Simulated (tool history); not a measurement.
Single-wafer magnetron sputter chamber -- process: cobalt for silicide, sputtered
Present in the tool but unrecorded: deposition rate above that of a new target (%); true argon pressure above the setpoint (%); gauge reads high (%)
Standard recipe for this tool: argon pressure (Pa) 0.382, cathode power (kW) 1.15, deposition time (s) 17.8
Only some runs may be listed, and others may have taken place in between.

run    hour  argon pressure (Pa)  cathode power (kW)  deposition time (s)  wafers since the last listed run  wafers on the sputter target  hours since the last manometer calibration  hours since the magnet pack was replaced  hours since the gauge calibration  read-back reference wafer on the same gauge, thickness_nm  mean film thickness on the monitor wafer (nm)
  1       0                0.382                1.15                 17.8                                 0                          1658                                      2878.5                                    6655.5                              321.8                                                     11.211                                         10.319
  2    62.7                0.382                1.15                 17.8                              1410                          3069                                      2941.2                                    6718.2                              384.5                                                     11.197                                         10.341
  3   157.6                0.382                0.95                 17.8                              2135                          5204                                      3036.1                                    6813.1                              479.4                                                     11.179                                          8.476
  4   233.8                0.382                0.95                 17.8                              1714                          6919                                      3112.3                                    6889.3                              555.6                                                     11.197                                          8.411
  5     294                0.382                1.35                 17.8                              1354                          8274                                      3172.5                                    6949.5                              615.8                                                       11.2                                         11.923
      302.7  -- sputter target and shields replaced
  6   384.1                0.382                1.35                 17.8                              1847                          1832                                      3262.6                                    7039.6                              705.9                                                     11.213                                         12.131
  7   453.8                0.382                1.35                 17.8                              1568                          3400                                      3332.3                                    7109.3                              775.6                                                     11.191                                         12.122
  8   502.5                0.382                1.15                 17.8                              1095                          4496                                        3381                                      7158                              824.3                                                     11.221                                         10.305
      539.7  -- capacitance manometer re-zeroed and calibrated
  9   577.6                0.382                1.15                 17.8                              1509                          6006                                        37.9                                    7233.1                              899.4                                                     11.195                                         10.573
      608.9  -- sputter target and shields replaced
 10   615.9                0.382                1.15                 17.8                               681                           157                                        76.2                                    7271.4                              937.7                                                     11.197                                         10.774
 11   713.4                0.289                1.15                 17.8                              2194                          2351                                       173.7                                    7368.9                             1035.2                                                     11.204                                         11.121
 12   795.3                0.314                0.95                 15.9                              1842                          4194                                       255.6                                    7450.8                             1117.1                                                     11.195                                          8.095
 13   881.1                0.431                0.95                 20.1                              1930                          6125                                       341.4                                    7536.6                             1202.9                                                     11.201                                          9.605
 14   947.1                0.462                 0.9                 17.8                              1485                          7610                                       407.4                                    7602.6                             1268.9                                                     11.216                                          7.834
        964  -- sputter target and shields replaced
      965.4  -- gauge calibrated
      993.2  -- magnet pack replaced
 15   993.7                0.382                1.15                 17.8                               688                           488                                         454                                       0.5                               28.3                                                     11.211                                         10.634
 16  1195.7                0.382                1.05                 20.5                              4545                          5033                                         656                                     202.5                              230.3                                                     11.219                                         11.043
 17  1282.5                0.382                1.15                 17.8                              1953                          6987                                       742.8                                     289.3                              317.1                                                     11.199                                         10.472
     1320.2  -- sputter target and shields replaced
 18  1370.3                0.476                   1                 19.1                              1795                          1126                                       830.6                                     377.1                              404.9                                                     11.207                                          9.448
 19  1437.6                0.382                1.15                 17.8                              1514                          2640                                       897.9                                     444.4                              472.2                                                      11.19                                         10.512
 20  1481.7                0.445                0.85                 14.9                               992                          3633                                         942                                     488.5                              516.3                                                     11.207                                          6.301
 21  1589.2                0.382                1.15                 21.3                              2419                          6052                                      1049.5                                       596                              623.8                                                     11.199                                          12.51
     1661.2  -- sputter target and shields replaced
 22  1661.7                0.501                1.35                 17.8                              1451                            11                                        1122                                     668.5                              696.3                                                     11.196                                         11.666

Each row is a separate what-if for the run after 22, all from the same tool condition, not one after another. Results?
  A  1662.1                0.382                1.15                 17.8                                 9                            20                                      1122.4                                     668.9                              696.7                                                          ?                                              ?
  B  1662.1                0.479                 0.9                 21.1                                 9                            20                                      1122.4                                     668.9                              696.7                                                          ?                                              ?
  C  1662.1                0.482                1.15                 17.8                                 9                            20                                      1122.4                                     668.9                              696.7                                                          ?                                              ?

run  read-back reference wafer on the same gauge, thickness_nm  mean film thickness on the monitor wafer (nm)
  A                                                     11.198                                         10.576
  B                                                     11.198                                          9.369
  C                                                     11.198                                         10.044
With no hidden state in the tool, these same runs would have given:
run  mean film thickness on the monitor wafer (nm)
  A                                         10.707
  B                                          9.526
  C                                         10.214
